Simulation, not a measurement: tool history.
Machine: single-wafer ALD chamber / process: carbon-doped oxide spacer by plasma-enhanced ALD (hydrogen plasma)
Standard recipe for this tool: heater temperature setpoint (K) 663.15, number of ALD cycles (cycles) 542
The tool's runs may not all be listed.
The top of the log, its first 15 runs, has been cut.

run,hour,heater temperature setpoint (K),number of ALD cycles (cycles),"read-back reference wafer on the same gauge, thickness_nm",mean film thickness on the monitor wafer (Å)
16,775.4,658.15,542,26.515,246.13
17,843.1,668.15,542,26.520,247.74
# hour 871.7: gauge calibrated
18,902.0,668.15,542,26.482,245.63
19,940.4,663.15,542,26.492,247.30
20,985.0,663.15,542,26.480,246.18
21,1043.2,663.15,542,26.498,247.39
22,1076.3,676.15,456,26.504,204.94
23,1140.9,659.15,443,26.483,201.13
24,1204.0,653.15,616,26.469,279.87
25,1262.5,663.15,542,26.507,246.06
26,1314.3,663.15,604,26.465,274.55

For run 27, what comes out?
# hour 1528.3: thermocouple changed; heater temperature recalibrated
27,1528.8,663.15,542,?,?

read-back reference wafer on the same gauge, thickness_nm: 26.473
mean film thickness on the monitor wafer (Å): 246.88
The same run, on a tool lacking any hidden state, would have yielded mean film thickness on the monitor wafer (Å) 246.88.
